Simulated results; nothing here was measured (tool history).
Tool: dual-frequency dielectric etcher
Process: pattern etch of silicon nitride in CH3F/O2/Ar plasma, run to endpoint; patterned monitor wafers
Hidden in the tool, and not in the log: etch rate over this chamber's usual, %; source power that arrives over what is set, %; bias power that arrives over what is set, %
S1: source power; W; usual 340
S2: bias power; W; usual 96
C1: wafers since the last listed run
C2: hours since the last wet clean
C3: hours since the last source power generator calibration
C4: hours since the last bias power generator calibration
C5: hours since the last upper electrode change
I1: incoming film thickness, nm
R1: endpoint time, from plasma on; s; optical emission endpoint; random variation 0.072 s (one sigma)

run     day   S1   S2   C1     C2      C3      C4      C5     I1    R1
  1       0  340   88    0  401.8    2293  1257.7  2001.5  17.84  24.1
  2     0.5  370   96  166  413.8    2305  1269.7  2013.5  17.61  22.4
  3   0.842  340   96  113    422  2313.2  1277.9  2021.7  17.59    23
  4   1.104  340   96   87  428.3  2319.5  1284.2    2028  17.63  23.1
  5    2.65  340   96  515  465.4  2356.6  1321.3  2065.1   17.7  23.2
  6     3.4  340   96  250  483.4  2374.6  1339.3  2083.1  17.67  23.1
      4.783  -- bias power generator calibrated
      6.583  -- wet clean of the chamber
  7   6.604  340   96  679    0.5  2451.5    43.7    2160  17.92  24.2
  8   7.038  340   96  144   10.9  2461.9    54.1  2170.4  17.73    24
      8.279  -- upper electrode replaced
  9     8.3  340   96   87   41.2  2492.2    84.4     0.5   17.8  24.1
 10   8.354  400  117   18   42.5  2493.5    85.7     1.8  17.71    21
        8.7  -- source power generator calibrated
 11    8.75  340   96   76     52     1.2    95.2    11.3   17.5  23.5
 12   9.221  300  114  156   63.3    12.5   106.5    22.6   17.8  23.9
 13   9.833  290  117  204     78    27.2   121.2    37.3   17.7  23.6
 14  10.188  340   74  118   86.5    35.7   129.7    45.8  17.57  25.3
 15  10.817  280  112  209  101.6    50.8   144.8    60.9  17.69  24.4

Forecast run 16:
 16  11.542  380  105  241  119  68.2  162.2  78.3  17.74   ?

Run 16 gave R1 22.1 s.
Without the tool's hidden state the same run would have given R1 22.6 s.
